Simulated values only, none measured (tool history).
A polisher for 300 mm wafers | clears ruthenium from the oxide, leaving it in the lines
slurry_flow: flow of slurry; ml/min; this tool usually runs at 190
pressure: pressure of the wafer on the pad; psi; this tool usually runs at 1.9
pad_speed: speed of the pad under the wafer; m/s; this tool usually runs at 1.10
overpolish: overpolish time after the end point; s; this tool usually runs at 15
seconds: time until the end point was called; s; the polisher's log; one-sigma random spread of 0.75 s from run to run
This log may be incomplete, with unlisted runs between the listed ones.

| run | day | slurry_flow | pressure | pad_speed | overpolish | wafers since the last listed run | wafers polished on this pad | hours since the slurry nozzle was cleaned | hours since the head pressure was calibrated | incoming thickness of the incoming film, nm | seconds |
|---|---|---|---|---|---|---|---|---|---|---|---|
| 1 | 0.000 | 205 | 1.9 | 1.10 | 15 | 0 | 982 | 551.1 | 261.9 | 90.4 | 71.4 |
|  | 0.225 | worn pad replaced by a new one |
| 2 | 0.458 | 190 | 1.4 | 1.10 | 15 | 97 | 77 | 562.1 | 272.9 | 91.2 | 83.1 |
| 3 | 1.133 | 190 | 1.4 | 1.10 | 15 | 226 | 304 | 578.3 | 289.1 | 90.4 | 83.7 |
| 4 | 1.633 | 190 | 1.9 | 1.10 | 15 | 167 | 472 | 590.3 | 301.1 | 90.1 | 71.2 |
| 5 | 2.167 | 190 | 2.3 | 0.88 | 15 | 179 | 651 | 603.1 | 313.9 | 89.7 | 77.8 |
| 6 | 2.879 | 190 | 2.3 | 0.88 | 15 | 239 | 890 | 620.2 | 331.0 | 89.5 | 78.9 |
|  | 3.621 | worn pad replaced by a new one |
| 7 | 3.642 | 190 | 2.3 | 0.88 | 15 | 200 | 7 | 638.5 | 349.3 | 89.6 | 74.4 |
| 8 | 4.204 | 190 | 1.9 | 1.10 | 15 | 188 | 196 | 652.0 | 362.8 | 89.9 | 67.7 |
| 9 | 4.829 | 190 | 1.9 | 1.10 | 15 | 209 | 406 | 667.0 | 377.8 | 89.0 | 70.5 |
|  | 5.108 | slurry nozzle cleaned |
| 10 | 5.433 | 190 | 1.9 | 1.10 | 15 | 188 | 595 | 7.8 | 392.3 | 91.0 | 74.4 |
| 11 | 5.800 | 190 | 1.9 | 1.10 | 15 | 123 | 718 | 16.6 | 401.1 | 91.9 | 76.2 |
| 12 | 6.358 | 140 | 2.2 | 1.10 | 15 | 187 | 905 | 30.0 | 414.5 | 90.6 | 73.2 |
|  | 6.925 | worn pad replaced by a new one |
| 13 | 7.017 | 145 | 1.9 | 1.10 | 15 | 165 | 31 | 45.8 | 430.3 | 90.4 | 71.5 |
| 14 | 7.583 | 240 | 1.9 | 0.82 | 19 | 190 | 221 | 59.4 | 443.9 | 90.4 | 89.6 |

What does the tool deliver on the next run?
|  | 8.179 | head pressure recalibrated |
| 15 | 8.238 | 145 | 2.3 | 1.22 | 10 | 191 | 412 | 75.1 | 1.4 | 91.4 | ? |

seconds: 53.1 s
With no hidden state in the tool, this same run would have given seconds 50.4 s.

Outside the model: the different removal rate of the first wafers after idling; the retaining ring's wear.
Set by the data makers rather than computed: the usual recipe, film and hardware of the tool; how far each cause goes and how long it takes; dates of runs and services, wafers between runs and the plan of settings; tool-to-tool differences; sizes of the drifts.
